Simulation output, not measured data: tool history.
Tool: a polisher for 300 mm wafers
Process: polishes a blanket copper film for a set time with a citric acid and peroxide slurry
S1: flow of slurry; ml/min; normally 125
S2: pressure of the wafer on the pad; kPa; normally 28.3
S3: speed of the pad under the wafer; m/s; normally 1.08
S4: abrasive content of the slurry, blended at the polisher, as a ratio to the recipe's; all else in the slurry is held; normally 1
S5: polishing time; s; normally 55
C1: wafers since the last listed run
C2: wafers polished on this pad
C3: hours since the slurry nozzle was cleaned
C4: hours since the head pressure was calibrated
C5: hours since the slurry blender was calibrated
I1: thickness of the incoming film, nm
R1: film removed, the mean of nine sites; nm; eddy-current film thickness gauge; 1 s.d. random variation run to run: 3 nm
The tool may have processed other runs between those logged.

| run | hour | S1 | S2 | S3 | S4 | S5 | C1 | C2 | C3 | C4 | C5 | I1 | R1 |
|---|---|---|---|---|---|---|---|---|---|---|---|---|---|
| 1 | 0 | 125 | 28.3 | 1.08 | 1 | 55 | 0 | 288 | 222.2 | 165.9 | 155.6 | 509.5 | 212.8 |
| 2 | 41.9 | 125 | 28.3 | 1.08 | 1 | 55 | 538 | 827 | 264.1 | 207.8 | 197.5 | 509 | 211.1 |
| 3 | 66.3 | 125 | 28.3 | 0.84 | 1 | 67 | 313 | 1140 | 288.5 | 232.2 | 221.9 | 511.9 | 198.1 |
| 4 | 114 | 125 | 28.3 | 0.84 | 1 | 67 | 613 | 1754 | 336.2 | 279.9 | 269.6 | 509 | 198.3 |
| 5 | 166.7 | 125 | 28.3 | 0.84 | 1 | 67 | 677 | 2431 | 388.9 | 332.6 | 322.3 | 510.2 | 198.1 |
|  | 218 | slurry blender recalibrated |
| 6 | 236.2 | 125 | 28.3 | 1.08 | 1 | 55 | 867 | 3299 | 458.4 | 402.1 | 18.2 | 500.9 | 207 |
|  | 334.5 | worn pad replaced by a new one |
| 7 | 449.1 | 125 | 28.3 | 1.08 | 1 | 55 | 2685 | 1474 | 671.3 | 615 | 231.1 | 513.1 | 189.1 |
|  | 451.9 | slurry nozzle cleaned |
| 8 | 514 | 125 | 28.3 | 1.08 | 1 | 55 | 821 | 2295 | 62.1 | 679.9 | 296 | 519 | 187.7 |
| 9 | 547.4 | 125 | 28.3 | 1.08 | 1 | 55 | 429 | 2725 | 95.5 | 713.3 | 329.4 | 518.1 | 178.9 |
|  | 578.3 | worn pad replaced by a new one, repeated, since the last time left the tool worse |
|  | 593.4 | slurry blender recalibrated |
| 10 | 593.9 | 125 | 28.3 | 1.32 | 1 | 55 | 520 | 175 | 142 | 759.8 | 0.5 | 503 | 258.8 |
| 11 | 659.1 | 125 | 28.3 | 1.32 | 1 | 55 | 838 | 1013 | 207.2 | 825 | 65.7 | 508.5 | 258.1 |
| 12 | 708.9 | 125 | 34.5 | 1.08 | 1 | 60 | 640 | 1653 | 257 | 874.8 | 115.5 | 509.9 | 270.1 |
| 13 | 773.3 | 125 | 34.5 | 1.08 | 1 | 60 | 828 | 2481 | 321.4 | 939.2 | 179.9 | 511.2 | 262.9 |
| 14 | 837.9 | 125 | 34.5 | 1.08 | 1 | 60 | 830 | 3312 | 386 | 1003.8 | 244.5 | 510.6 | 263.8 |
| 15 | 873.8 | 125 | 28.3 | 1.08 | 1 | 62 | 461 | 3774 | 421.9 | 1039.7 | 280.4 | 519.9 | 228.7 |
|  | 896.7 | worn pad replaced by a new one |
| 16 | 930.3 | 160 | 28.3 | 1.3 | 1 | 55 | 675 | 432 | 478.4 | 1096.2 | 336.9 | 509.9 | 272.2 |
|  | 953.2 | head pressure recalibrated |
|  | 963.7 | slurry blender recalibrated |
| 17 | 984.8 | 85 | 32.4 | 0.8 | 1 | 55 | 649 | 1081 | 532.9 | 31.6 | 21.1 | 512.3 | 167.5 |
|  | 1013 | slurry nozzle cleaned |
| 18 | 1013.6 | 125 | 28.3 | 1.08 | 1 | 55 | 357 | 1438 | 0.6 | 60.4 | 49.9 | 508.2 | 217.4 |
| 19 | 1078.9 | 125 | 28.3 | 1.08 | 1 | 55 | 839 | 2278 | 65.9 | 125.7 | 115.2 | 520.2 | 211.6 |
| 20 | 1139.9 | 80 | 28.3 | 0.88 | 1 | 46 | 784 | 3062 | 126.9 | 186.7 | 176.2 | 510.7 | 131.8 |
| 21 | 1179.8 | 125 | 28.3 | 1.38 | 1.25 | 68 | 513 | 3575 | 166.8 | 226.6 | 216.1 | 505.1 | 332.3 |
|  | 1188.4 | worn pad replaced by a new one |
| 22 | 1344.4 | 125 | 28.3 | 1.08 | 0.75 | 65 | 2064 | 2006 | 331.4 | 391.2 | 380.7 | 512.2 | 233.1 |
| 23 | 1376.8 | 125 | 28.3 | 1.08 | 0.8 | 55 | 416 | 2422 | 363.8 | 423.6 | 413.1 | 510 | 195 |
|  | 1397.4 | slurry blender recalibrated |
| 24 | 1413.7 | 155 | 22.1 | 1.08 | 1 | 55 | 448 | 2871 | 400.7 | 460.5 | 16.3 | 512.1 | 177.2 |
| 25 | 1463.2 | 125 | 19.3 | 1.24 | 1.2 | 47 | 636 | 3508 | 450.2 | 510 | 65.8 | 516.1 | 158.2 |
|  | 1476.1 | worn pad replaced by a new one |
| 26 | 1492.5 | 125 | 28.3 | 1.08 | 1 | 55 | 325 | 211 | 479.5 | 539.3 | 95.1 | 503.5 | 220.8 |
| 27 | 1555 | 125 | 28.3 | 1.08 | 1 | 48 | 803 | 1014 | 542 | 601.8 | 157.6 | 511.6 | 187.5 |
| 28 | 1586.9 | 125 | 28.3 | 0.74 | 1 | 55 | 410 | 1425 | 573.9 | 633.7 | 189.5 | 511.8 | 145.4 |
| 29 | 1654.8 | 125 | 23.4 | 1.08 | 0.85 | 68 | 873 | 2298 | 641.8 | 701.6 | 257.4 | 510.4 | 217.5 |

Branching from run 29: 4 alternative next runs. What would each branch give?
| A | 1655.2 | 125 | 28.3 | 1.08 | 1 | 55 | 5 | 2303 | 642.2 | 702 | 257.8 | 502.1 | ? |
| B | 1655.2 | 125 | 28.3 | 1.08 | 0.9 | 67 | 5 | 2303 | 642.2 | 702 | 257.8 | 502.1 | ? |
| C | 1655.2 | 125 | 28.3 | 1.08 | 1 | 49 | 5 | 2303 | 642.2 | 702 | 257.8 | 502.1 | ? |
| D | 1655.2 | 155 | 31.7 | 0.88 | 1 | 55 | 5 | 2303 | 642.2 | 702 | 257.8 | 502.1 | ? |

| run | R1 |
|---|---|
| A | 208.7 |
| B | 247.1 |
| C | 186 |
| D | 193.6 |
With no hidden state in the tool, these same runs would have given:
| run | R1 |
|---|---|
| A | 214 |
| B | 253.4 |
| C | 190.6 |
| D | 198.5 |
